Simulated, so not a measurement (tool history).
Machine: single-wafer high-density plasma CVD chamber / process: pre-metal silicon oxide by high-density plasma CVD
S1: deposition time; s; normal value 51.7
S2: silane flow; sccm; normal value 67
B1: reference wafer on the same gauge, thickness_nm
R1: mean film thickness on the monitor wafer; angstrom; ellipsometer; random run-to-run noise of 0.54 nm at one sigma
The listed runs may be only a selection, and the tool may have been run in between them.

run 1 hour=0 | S1=54.5 S2=67 | B1=367.593 | R1=3815.9
run 2 hour=14.6 | S1=51.7 S2=67 | B1=367.833 | R1=3622.47
run 3 hour=44.9 | S1=58.9 S2=58 | B1=367.843 | R1=3717.37
run 4 hour=78 | S1=51.7 S2=67 | B1=368.276 | R1=3613.54
run 5 hour=106 | S1=51.7 S2=67 | B1=368.528 | R1=3618.89
run 6 hour=119.2 | S1=51.7 S2=67 | B1=368.561 | R1=3625.31
run 7 hour=134.7 | S1=51.7 S2=67 | B1=368.678 | R1=3623.77
run 8 hour=162.9 | S1=51.7 S2=67 | B1=368.801 | R1=3626.79
run 9 hour=176 | S1=51.7 S2=61 | B1=369.009 | R1=3391.1
run 10 hour=195.8 | S1=51.7 S2=61 | B1=368.796 | R1=3399.02
run 11 hour=227.5 | S1=57.7 S2=61 | B1=369.124 | R1=3789.46
run 12 hour=247.8 | S1=56.3 S2=54 | B1=369.212 | R1=3390.97
-- hour=283.4 silane flow controller replaced
run 13 hour=283.9 | S1=58.9 S2=75 | B1=369.44 | R1=4501.13
run 14 hour=299.1 | S1=51.7 S2=67 | B1=369.603 | R1=3649.33
run 15 hour=314.6 | S1=49.1 S2=55 | B1=369.882 | R1=2998.18
run 16 hour=360.4 | S1=57.7 S2=67 | B1=370.197 | R1=4068.06
run 17 hour=392.6 | S1=51.7 S2=67 | B1=370.167 | R1=3642.22
-- hour=403.3 gauge calibrated
run 18 hour=427.4 | S1=55.7 S2=59 | B1=365.711 | R1=3525.23
run 19 hour=472.9 | S1=54.5 S2=67 | B1=366.182 | R1=3803.78

Run 20 is up next; what results do you expect?
run 20 hour=503.4 | S1=51.7 S2=72 | B1=? | R1=?

B1: 366.166
R1: 3799.49 angstrom
Had the tool carried no hidden state, the very same run would have given R1 3796.95 angstrom.
